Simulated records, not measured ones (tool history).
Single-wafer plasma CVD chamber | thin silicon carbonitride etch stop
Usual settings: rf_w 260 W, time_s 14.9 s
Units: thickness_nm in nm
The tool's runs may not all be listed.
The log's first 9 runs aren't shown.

run,hour,rf_w,time_s,"read-back reference wafer on the same gauge, thickness_nm",thickness_nm
10,231.6,260,14.9,11.448,9.476
11,247.7,260,14.9,11.446,9.449
12,261.9,260,14.9,11.449,9.476
13,283.3,260,14.9,11.455,9.433
14,311.3,260,14.9,11.448,9.481
15,344.3,290,14.9,11.453,9.653
16,358.6,290,14.9,11.45,9.637
17,393.5,260,16.9,11.449,10.714
18,419.7,285,12.4,11.449,7.982

The next listed run, before its measurement:
19,433.8,285,16.1,?,?

read-back reference wafer on the same gauge, thickness_nm: 11.451
thickness_nm: 10.408 nm
Without the tool's hidden state the same run would have given thickness_nm 10.545 nm.
